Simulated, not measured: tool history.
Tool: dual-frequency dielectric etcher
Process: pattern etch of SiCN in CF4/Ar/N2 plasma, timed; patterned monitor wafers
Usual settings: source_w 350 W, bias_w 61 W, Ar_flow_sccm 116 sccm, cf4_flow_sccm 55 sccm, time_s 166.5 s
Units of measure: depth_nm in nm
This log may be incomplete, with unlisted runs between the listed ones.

| run | hour | source_w | bias_w | Ar_flow_sccm | cf4_flow_sccm | time_s | read-back reference wafer on the same gauge, depth_nm | depth_nm |
|---|---|---|---|---|---|---|---|---|
| 1 | 0 | 350 | 61 | 136 | 55 | 166.5 | 118 | 112.8 |
|  | 45.9 | gauge calibrated |
| 2 | 95.6 | 350 | 61 | 116 | 48 | 166.5 | 117.9 | 111.3 |
| 3 | 154.8 | 350 | 61 | 116 | 48 | 166.5 | 118 | 111.2 |
|  | 188.9 | upper electrode replaced |
|  | 250.1 | CF4 flow controller replaced |
|  | 266.3 | wet clean of the chamber |
| 4 | 266.8 | 350 | 68 | 100 | 65 | 204.5 | 118 | 154.9 |
| 5 | 323.5 | 430 | 56 | 116 | 51 | 212 | 118 | 159 |
| 6 | 373.5 | 350 | 61 | 139 | 55 | 166.5 | 118 | 112.5 |
| 7 | 462.2 | 350 | 61 | 116 | 55 | 166.5 | 118 | 115.6 |
| 8 | 569.9 | 350 | 61 | 116 | 55 | 166.5 | 117.9 | 114.3 |
| 9 | 667.3 | 420 | 46 | 96 | 55 | 166.5 | 118 | 118.6 |
|  | 747 | wet clean of the chamber |
| 10 | 773.4 | 350 | 61 | 116 | 55 | 149.5 | 117.9 | 103.4 |
| 11 | 872.4 | 410 | 72 | 116 | 55 | 139.5 | 117.9 | 114.6 |
| 12 | 959.9 | 350 | 61 | 116 | 65 | 166.5 | 118 | 119.6 |
| 13 | 1057.7 | 350 | 61 | 116 | 55 | 141 | 118 | 97.2 |
|  | 1070.6 | source power generator calibrated |
| 14 | 1144.5 | 330 | 61 | 127 | 41 | 166.5 | 118.1 | 102.2 |
| 15 | 1186.7 | 330 | 61 | 127 | 41 | 166.5 | 118 | 101.8 |
| 16 | 1280.7 | 350 | 61 | 116 | 55 | 166.5 | 118.1 | 114.9 |
|  | 1314.4 | wet clean of the chamber |
| 17 | 1319.6 | 330 | 61 | 125 | 55 | 166.5 | 118 | 109.2 |
| 18 | 1367.3 | 410 | 72 | 116 | 55 | 139.5 | 118 | 114.7 |
| 19 | 1462.7 | 350 | 61 | 116 | 55 | 166.5 | 118 | 114.4 |
| 20 | 1512.1 | 350 | 61 | 116 | 43 | 166.5 | 118 | 108.9 |
| 21 | 1554.8 | 380 | 61 | 116 | 61 | 166.5 | 117.9 | 124.2 |
| 22 | 1638.9 | 350 | 65 | 116 | 55 | 166.5 | 118 | 117.9 |

Alternative continuations, all from the tool just after run 22; predict every row:
| A | 1639.4 | 350 | 61 | 116 | 55 | 166.5 | ? | ? |
| B | 1639.4 | 350 | 61 | 140 | 55 | 216.5 | ? | ? |
| C | 1639.4 | 350 | 55 | 116 | 43 | 166.5 | ? | ? |

| run | read-back reference wafer on the same gauge, depth_nm | depth_nm |
|---|---|---|
| A | 118.1 | 115.1 |
| B | 118.1 | 146.2 |
| C | 118.1 | 103.9 |
Had the tool no hidden state, the same runs would have come out as:
| run | depth_nm |
|---|---|
| A | 115.1 |
| B | 146.2 |
| C | 103.9 |
